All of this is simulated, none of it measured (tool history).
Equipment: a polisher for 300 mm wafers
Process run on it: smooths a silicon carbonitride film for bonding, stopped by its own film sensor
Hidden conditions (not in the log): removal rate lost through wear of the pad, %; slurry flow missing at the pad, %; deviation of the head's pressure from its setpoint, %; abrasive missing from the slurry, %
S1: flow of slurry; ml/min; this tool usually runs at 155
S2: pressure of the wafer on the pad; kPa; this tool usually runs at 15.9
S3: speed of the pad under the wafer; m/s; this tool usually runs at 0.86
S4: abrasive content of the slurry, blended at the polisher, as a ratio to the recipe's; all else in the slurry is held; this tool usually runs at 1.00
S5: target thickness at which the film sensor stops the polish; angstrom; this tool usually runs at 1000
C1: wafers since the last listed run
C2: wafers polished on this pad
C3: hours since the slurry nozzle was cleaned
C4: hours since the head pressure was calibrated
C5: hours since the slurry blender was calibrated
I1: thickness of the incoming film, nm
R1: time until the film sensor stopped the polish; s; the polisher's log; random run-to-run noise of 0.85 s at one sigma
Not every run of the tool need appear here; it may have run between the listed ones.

| run | day | S1 | S2 | S3 | S4 | S5 | C1 | C2 | C3 | C4 | C5 | I1 | R1 |
|---|---|---|---|---|---|---|---|---|---|---|---|---|---|
| 1 | 0.000 | 155 | 15.9 | 0.86 | 1.00 | 1000 | 0 | 3565 | 287.4 | 660.3 | 471.8 | 118.5 | 65.9 |
| 2 | 1.958 | 155 | 15.9 | 0.86 | 1.00 | 1000 | 452 | 4018 | 334.4 | 707.3 | 518.8 | 121.4 | 75.8 |
| 3 | 3.725 | 155 | 15.9 | 0.86 | 1.00 | 980 | 408 | 4427 | 376.8 | 749.7 | 561.2 | 120.8 | 79.8 |
|  | 5.525 | head pressure recalibrated |
|  | 10.067 | slurry blender recalibrated |
|  | 10.392 | worn pad replaced by a new one |
| 4 | 13.746 | 155 | 15.9 | 0.86 | 1.00 | 980 | 2240 | 775 | 617.3 | 197.3 | 88.3 | 120.3 | 86.6 |
|  | 15.017 | slurry nozzle cleaned |
| 5 | 16.650 | 155 | 15.9 | 0.86 | 1.00 | 980 | 662 | 1437 | 39.2 | 267.0 | 158.0 | 118.2 | 72.8 |
| 6 | 20.600 | 120 | 15.9 | 0.86 | 1.00 | 1000 | 913 | 2351 | 134.0 | 361.8 | 252.8 | 120.7 | 78.3 |
| 7 | 23.912 | 155 | 15.9 | 0.58 | 1.00 | 1000 | 766 | 3117 | 213.5 | 441.3 | 332.3 | 119.2 | 91.6 |
| 8 | 27.762 | 180 | 15.9 | 0.86 | 1.00 | 1020 | 890 | 4008 | 305.9 | 533.7 | 424.7 | 118.3 | 57.1 |
| 9 | 29.571 | 155 | 15.9 | 0.86 | 1.00 | 1000 | 418 | 4426 | 349.3 | 577.1 | 468.1 | 119.7 | 73.2 |
| 10 | 32.892 | 155 | 11.7 | 1.08 | 1.00 | 1000 | 768 | 5194 | 429.0 | 656.8 | 547.8 | 120.6 | 82.8 |
|  | 35.804 | head pressure recalibrated |
| 11 | 36.233 | 155 | 15.9 | 1.02 | 1.00 | 930 | 753 | 5948 | 509.2 | 10.3 | 628.0 | 120.3 | 93.4 |
|  | 37.683 | slurry blender recalibrated |
| 12 | 39.804 | 155 | 15.9 | 0.86 | 1.00 | 1000 | 806 | 6754 | 594.9 | 96.0 | 50.9 | 119.5 | 75.0 |
|  | 40.008 | worn pad replaced by a new one |
| 13 | 41.879 | 155 | 15.9 | 0.86 | 0.75 | 1000 | 441 | 433 | 644.7 | 145.8 | 100.7 | 119.9 | 96.9 |
|  | 45.125 | slurry nozzle cleaned |
| 14 | 45.996 | 110 | 15.9 | 0.86 | 1.00 | 1070 | 942 | 1375 | 20.9 | 244.6 | 199.5 | 120.3 | 48.6 |
| 15 | 49.846 | 155 | 15.9 | 1.00 | 0.90 | 1060 | 890 | 2266 | 113.3 | 337.0 | 291.9 | 120.0 | 48.4 |
| 16 | 53.504 | 155 | 15.9 | 0.86 | 1.00 | 1000 | 846 | 3112 | 201.1 | 424.8 | 379.7 | 119.2 | 68.4 |
| 17 | 57.725 | 155 | 15.9 | 0.86 | 0.85 | 1000 | 976 | 4088 | 302.4 | 526.1 | 481.0 | 120.7 | 82.1 |
| 18 | 60.846 | 105 | 15.9 | 0.86 | 1.00 | 970 | 721 | 4810 | 377.3 | 601.0 | 555.9 | 119.0 | 86.1 |
| 19 | 65.233 | 155 | 19.3 | 0.86 | 1.30 | 1000 | 1014 | 5825 | 482.6 | 706.3 | 661.2 | 119.4 | 48.4 |
|  | 67.725 | head pressure recalibrated |
|  | 67.846 | worn pad replaced by a new one |
| 20 | 69.250 | 155 | 13.8 | 0.86 | 1.10 | 1000 | 882 | 325 | 579.0 | 36.6 | 757.6 | 120.3 | 87.7 |
|  | 70.279 | slurry blender recalibrated |
|  | 71.142 | slurry nozzle cleaned |
| 21 | 71.546 | 195 | 15.9 | 1.14 | 1.00 | 960 | 502 | 827 | 9.7 | 91.7 | 30.4 | 119.1 | 68.2 |
| 22 | 74.758 | 175 | 15.9 | 0.70 | 1.00 | 1050 | 743 | 1570 | 86.8 | 168.8 | 107.5 | 120.6 | 64.5 |
| 23 | 78.521 | 155 | 15.9 | 0.56 | 0.70 | 980 | 870 | 2440 | 177.1 | 259.1 | 197.8 | 119.9 | 150.9 |
| 24 | 80.050 | 155 | 21.4 | 0.86 | 1.00 | 1000 | 353 | 2794 | 213.8 | 295.8 | 234.5 | 119.6 | 55.6 |
| 25 | 82.100 | 180 | 15.9 | 1.12 | 1.15 | 970 | 474 | 3268 | 263.0 | 345.0 | 283.7 | 120.9 | 64.8 |
| 26 | 85.438 | 155 | 15.9 | 0.86 | 1.00 | 1000 | 771 | 4040 | 343.1 | 425.1 | 363.8 | 121.1 | 78.8 |
| 27 | 87.346 | 155 | 15.9 | 0.86 | 1.00 | 1040 | 441 | 4481 | 388.9 | 470.9 | 409.6 | 119.9 | 58.1 |
| 28 | 91.021 | 155 | 15.9 | 0.86 | 1.00 | 1000 | 850 | 5331 | 477.1 | 559.1 | 497.8 | 120.6 | 75.1 |
| 29 | 92.700 | 105 | 15.9 | 0.86 | 1.00 | 1000 | 388 | 5720 | 517.4 | 599.4 | 538.1 | 120.9 | 82.0 |

Forecast each of these 5 alternatives for the next run:
| A | 92.721 | 155 | 15.9 | 0.86 | 1.00 | 1000 | 4 | 5725 | 517.9 | 599.9 | 538.6 | 118.4 | ? |
| B | 92.721 | 110 | 15.9 | 0.76 | 1.00 | 1000 | 4 | 5725 | 517.9 | 599.9 | 538.6 | 118.4 | ? |
| C | 92.721 | 155 | 13.8 | 0.86 | 1.00 | 1000 | 4 | 5725 | 517.9 | 599.9 | 538.6 | 118.4 | ? |
| D | 92.721 | 155 | 21.4 | 0.70 | 1.20 | 1000 | 4 | 5725 | 517.9 | 599.9 | 538.6 | 118.4 | ? |
| E | 92.721 | 155 | 19.3 | 0.86 | 1.00 | 1020 | 4 | 5725 | 517.9 | 599.9 | 538.6 | 118.4 | ? |

| run | R1 |
|---|---|
| A | 66.9 |
| B | 77.9 |
| C | 76.0 |
| D | 52.3 |
| E | 49.7 |
With the hidden condition removed and each run's random variation left untouched, the same runs would have given:
| run | R1 |
|---|---|
| A | 66.6 |
| B | 76.1 |
| C | 75.6 |
| D | 52.1 |
| E | 49.5 |

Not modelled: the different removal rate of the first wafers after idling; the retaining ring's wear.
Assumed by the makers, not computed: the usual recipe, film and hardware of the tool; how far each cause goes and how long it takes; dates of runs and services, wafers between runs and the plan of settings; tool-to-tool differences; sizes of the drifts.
